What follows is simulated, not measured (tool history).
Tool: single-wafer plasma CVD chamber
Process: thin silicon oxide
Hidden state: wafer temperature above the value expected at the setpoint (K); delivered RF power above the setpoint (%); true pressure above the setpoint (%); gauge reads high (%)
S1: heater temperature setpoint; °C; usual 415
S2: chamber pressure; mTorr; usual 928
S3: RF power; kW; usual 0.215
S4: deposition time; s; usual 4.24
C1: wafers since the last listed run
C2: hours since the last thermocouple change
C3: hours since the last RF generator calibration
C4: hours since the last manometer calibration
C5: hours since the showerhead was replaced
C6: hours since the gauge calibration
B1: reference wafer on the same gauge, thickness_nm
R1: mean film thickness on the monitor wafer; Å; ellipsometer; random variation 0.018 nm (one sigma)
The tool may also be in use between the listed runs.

{"run": 1, "day": 0.0, "S1": 415, "S2": 928, "S3": 0.215, "S4": 4.48, "C1": 0, "C2": 2363.5, "C3": 1481.5, "C4": 1770.2, "C5": 3500.1, "C6": 7.9, "B1": 6.932, "R1": 69.44}
{"run": 2, "day": 0.738, "S1": 415, "S2": 928, "S3": 0.215, "S4": 4.48, "C1": 1067, "C2": 2381.2, "C3": 1499.2, "C4": 1787.9, "C5": 3517.8, "C6": 25.6, "B1": 6.943, "R1": 69.14}
{"run": 3, "day": 1.992, "S1": 415, "S2": 993, "S3": 0.215, "S4": 4.24, "C1": 1814, "C2": 2411.3, "C3": 1529.3, "C4": 1818.0, "C5": 3547.9, "C6": 55.7, "B1": 6.944, "R1": 70.14}
{"run": 4, "day": 3.067, "S1": 415, "S2": 993, "S3": 0.215, "S4": 4.24, "C1": 1555, "C2": 2437.1, "C3": 1555.1, "C4": 1843.8, "C5": 3573.7, "C6": 81.5, "B1": 6.941, "R1": 70.09}
{"run": 5, "day": 3.596, "S1": 415, "S2": 928, "S3": 0.215, "S4": 4.89, "C1": 765, "C2": 2449.8, "C3": 1567.8, "C4": 1856.5, "C5": 3586.4, "C6": 94.2, "B1": 6.936, "R1": 75.48}
{"run": 6, "day": 5.046, "S1": 415, "S2": 928, "S3": 0.215, "S4": 4.24, "C1": 2098, "C2": 2484.6, "C3": 1602.6, "C4": 1891.3, "C5": 3621.2, "C6": 129.0, "B1": 6.943, "R1": 65.47}
{"run": 7, "day": 6.525, "S1": 415, "S2": 928, "S3": 0.215, "S4": 4.24, "C1": 2140, "C2": 2520.1, "C3": 1638.1, "C4": 1926.8, "C5": 3656.7, "C6": 164.5, "B1": 6.942, "R1": 65.58}
{"run": 8, "day": 7.038, "S1": 415, "S2": 928, "S3": 0.215, "S4": 4.24, "C1": 741, "C2": 2532.4, "C3": 1650.4, "C4": 1939.1, "C5": 3669.0, "C6": 176.8, "B1": 6.949, "R1": 65.67}
{"run": 9, "day": 8.333, "S1": 415, "S2": 928, "S3": 0.215, "S4": 4.24, "C1": 1875, "C2": 2563.5, "C3": 1681.5, "C4": 1970.2, "C5": 3700.1, "C6": 207.9, "B1": 6.941, "R1": 65.2}
{"day": 8.804, "done": "capacitance manometer re-zeroed and calibrated"}
{"run": 10, "day": 9.308, "S1": 415, "S2": 928, "S3": 0.215, "S4": 4.24, "C1": 928, "C2": 2586.9, "C3": 1704.9, "C4": 12.1, "C5": 3723.5, "C6": 231.3, "B1": 6.929, "R1": 71.93}
{"run": 11, "day": 10.696, "S1": 415, "S2": 928, "S3": 0.215, "S4": 4.24, "C1": 2007, "C2": 2620.2, "C3": 1738.2, "C4": 45.4, "C5": 3756.8, "C6": 264.6, "B1": 6.931, "R1": 71.5}
{"run": 12, "day": 12.171, "S1": 406, "S2": 1039, "S3": 0.215, "S4": 4.24, "C1": 2134, "C2": 2655.6, "C3": 1773.6, "C4": 80.8, "C5": 3792.2, "C6": 300.0, "B1": 6.947, "R1": 78.49}
{"day": 13.729, "done": "thermocouple changed; heater temperature recalibrated"}
{"day": 14.129, "done": "showerhead replaced"}
{"day": 14.633, "done": "RF generator calibrated"}
{"run": 13, "day": 14.808, "S1": 415, "S2": 928, "S3": 0.215, "S4": 4.24, "C1": 2369, "C2": 25.9, "C3": 4.2, "C4": 144.1, "C5": 16.3, "C6": 363.3, "B1": 6.941, "R1": 73.6}
{"run": 14, "day": 16.308, "S1": 415, "S2": 928, "S3": 0.25, "S4": 3.71, "C1": 2170, "C2": 61.9, "C3": 40.2, "C4": 180.1, "C5": 52.3, "C6": 399.3, "B1": 6.945, "R1": 68.27}
{"day": 16.646, "done": "gauge calibrated"}
{"run": 15, "day": 17.325, "S1": 421, "S2": 928, "S3": 0.185, "S4": 4.24, "C1": 1471, "C2": 86.3, "C3": 64.6, "C4": 204.5, "C5": 76.7, "C6": 16.3, "B1": 6.937, "R1": 67.61}
{"run": 16, "day": 18.438, "S1": 415, "S2": 828, "S3": 0.215, "S4": 4.24, "C1": 1609, "C2": 113.0, "C3": 91.3, "C4": 231.2, "C5": 103.4, "C6": 43.0, "B1": 6.939, "R1": 64.41}
{"run": 17, "day": 19.208, "S1": 422, "S2": 1095, "S3": 0.205, "S4": 4.95, "C1": 1115, "C2": 131.5, "C3": 109.8, "C4": 249.7, "C5": 121.9, "C6": 61.5, "B1": 6.943, "R1": 93.9}
{"run": 18, "day": 19.812, "S1": 415, "S2": 928, "S3": 0.215, "S4": 4.24, "C1": 874, "C2": 146.0, "C3": 124.3, "C4": 264.2, "C5": 136.4, "C6": 76.0, "B1": 6.937, "R1": 72.17}
{"run": 19, "day": 21.254, "S1": 429, "S2": 699, "S3": 0.215, "S4": 4.24, "C1": 2086, "C2": 180.6, "C3": 158.9, "C4": 298.8, "C5": 171.0, "C6": 110.6, "B1": 6.934, "R1": 51.89}
{"run": 20, "day": 22.375, "S1": 423, "S2": 928, "S3": 0.215, "S4": 3.88, "C1": 1622, "C2": 207.5, "C3": 185.8, "C4": 325.7, "C5": 197.9, "C6": 137.5, "B1": 6.932, "R1": 65.6}
{"run": 21, "day": 23.658, "S1": 415, "S2": 928, "S3": 0.215, "S4": 4.24, "C1": 1857, "C2": 238.3, "C3": 216.6, "C4": 356.5, "C5": 228.7, "C6": 168.3, "B1": 6.942, "R1": 71.72}
{"run": 22, "day": 24.833, "S1": 425, "S2": 1144, "S3": 0.215, "S4": 4.24, "C1": 1700, "C2": 266.5, "C3": 244.8, "C4": 384.7, "C5": 256.9, "C6": 196.5, "B1": 6.935, "R1": 84.27}

Forecast each of these 3 alternatives for the next run:
{"run": "A", "day": 24.85, "S1": 415, "S2": 928, "S3": 0.215, "S4": 4.24, "C1": 24, "C2": 266.9, "C3": 245.2, "C4": 385.1, "C5": 257.3, "C6": 196.9, "B1": "?", "R1": "?"}
{"run": "B", "day": 24.85, "S1": 402, "S2": 1114, "S3": 0.215, "S4": 4.24, "C1": 24, "C2": 266.9, "C3": 245.2, "C4": 385.1, "C5": 257.3, "C6": 196.9, "B1": "?", "R1": "?"}
{"run": "C", "day": 24.85, "S1": 415, "S2": 1156, "S3": 0.215, "S4": 3.46, "C1": 24, "C2": 266.9, "C3": 245.2, "C4": 385.1, "C5": 257.3, "C6": 196.9, "B1": "?", "R1": "?"}

run=A B1=6.939 R1=71.42
run=B B1=6.939 R1=83.78
run=C B1=6.939 R1=69.77
Without the tool's hidden state the same runs would have given:
run=A R1=73.81
run=B R1=86.11
run=C R1=71.71
